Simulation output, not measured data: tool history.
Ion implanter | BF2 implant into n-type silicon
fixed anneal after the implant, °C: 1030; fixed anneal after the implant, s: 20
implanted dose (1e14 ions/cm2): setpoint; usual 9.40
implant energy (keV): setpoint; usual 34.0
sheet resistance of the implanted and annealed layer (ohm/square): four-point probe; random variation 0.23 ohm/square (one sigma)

run   hour  implanted dose (1e14 ions/cm2)  implant energy (keV)  wafers since the last listed run  hours since the last dose calibration  hours since the extraction supply was calibrated  hours since the gauge calibration  read-back reference wafer on the same gauge, sheet resistance  sheet resistance of the implanted and annealed layer (ohm/square)
  1    0.0                            8.44                  40.5                                 0                                 1084.0                                            2087.8                               81.4                                                         124.01                                                             150.88
  2   16.4                            9.40                  34.0                               284                                 1100.4                                            2104.2                               97.8                                                         124.00                                                             146.36
  3   25.7                            9.40                  34.0                               161                                 1109.7                                            2113.5                              107.1                                                         123.99                                                             145.77
  4   37.6                            9.40                  34.0                               206                                 1121.6                                            2125.4                              119.0                                                         124.03                                                             145.53
  5   51.8                            8.22                  34.0                               246                                 1135.8                                            2139.6                              133.2                                                         123.96                                                             159.52
  6   62.5                            8.22                  34.0                               185                                 1146.5                                            2150.3                              143.9                                                         124.03                                                             159.43
  7   73.9                            8.22                  34.0                               198                                 1157.9                                            2161.7                              155.3                                                         123.99                                                             159.63
  8   82.3                           10.82                  34.0                               145                                 1166.3                                            2170.1                              163.7                                                         123.95                                                             134.39
      91.8  -- extraction supply calibrated
  9  100.2                            9.40                  34.0                               172                                 1184.2                                               8.4                              181.6                                                         124.02                                                             145.98
 10  112.5                            9.40                  34.0                               213                                 1196.5                                              20.7                              193.9                                                         124.04                                                             145.67
 11  123.7                           11.09                  26.5                               194                                 1207.7                                              31.9                              205.1                                                         124.00                                                             143.74
 12  130.7                            9.40                  34.0                               121                                 1214.7                                              38.9                              212.1                                                         123.97                                                             145.72
 13  144.1                           10.28                  24.0                               232                                 1228.1                                              52.3                              225.5                                                         123.99                                                             153.82
 14  152.0                            9.40                  34.0                               137                                 1236.0                                              60.2                              233.4                                                         124.01                                                             145.81
     165.0  -- Faraday cup replaced and dose calibrated
 15  168.2                            6.92                  44.0                               142                                    3.2                                              76.4                              249.6                                                         124.02                                                             182.29
 16  181.3                           10.19                  24.5                               227                                   16.3                                              89.5                              262.7                                                         123.98                                                             156.54
     181.8  -- gauge calibrated
 17  198.9                            6.70                  42.0                               305                                   33.9                                             107.1                               17.1                                                         124.03                                                             187.48
 18  205.1                            9.40                  34.0                               107                                   40.1                                             113.3                               23.3                                                         124.03                                                             149.53
 19  218.6                            7.97                  31.0                               234                                   53.6                                             126.8                               36.8                                                         123.98                                                             171.04
 20  233.4                            7.07                  46.0                               257                                   68.4                                             141.6                               51.6                                                         123.95                                                             176.80

3 ways to go on from here, each from the tool as it stands after run 20. What would each give?
  A  233.8                            7.76                  34.0                                 6                                   68.8                                             142.0                               52.0                                                              ?                                                                  ?
  B  233.8                            7.07                  28.5                                 6                                   68.8                                             142.0                               52.0                                                              ?                                                                  ?
  C  233.8                            6.98                  34.0                                 6                                   68.8                                             142.0                               52.0                                                              ?                                                                  ?

run  read-back reference wafer on the same gauge, sheet resistance  sheet resistance of the implanted and annealed layer (ohm/square)
  A                                                         123.95                                                             170.86
  B                                                         123.95                                                             189.42
  C                                                         123.95                                                             185.58
Without the tool's hidden state the same runs would have given:
run  sheet resistance of the implanted and annealed layer (ohm/square)
  A                                                             172.07
  B                                                             190.74
  C                                                             186.96

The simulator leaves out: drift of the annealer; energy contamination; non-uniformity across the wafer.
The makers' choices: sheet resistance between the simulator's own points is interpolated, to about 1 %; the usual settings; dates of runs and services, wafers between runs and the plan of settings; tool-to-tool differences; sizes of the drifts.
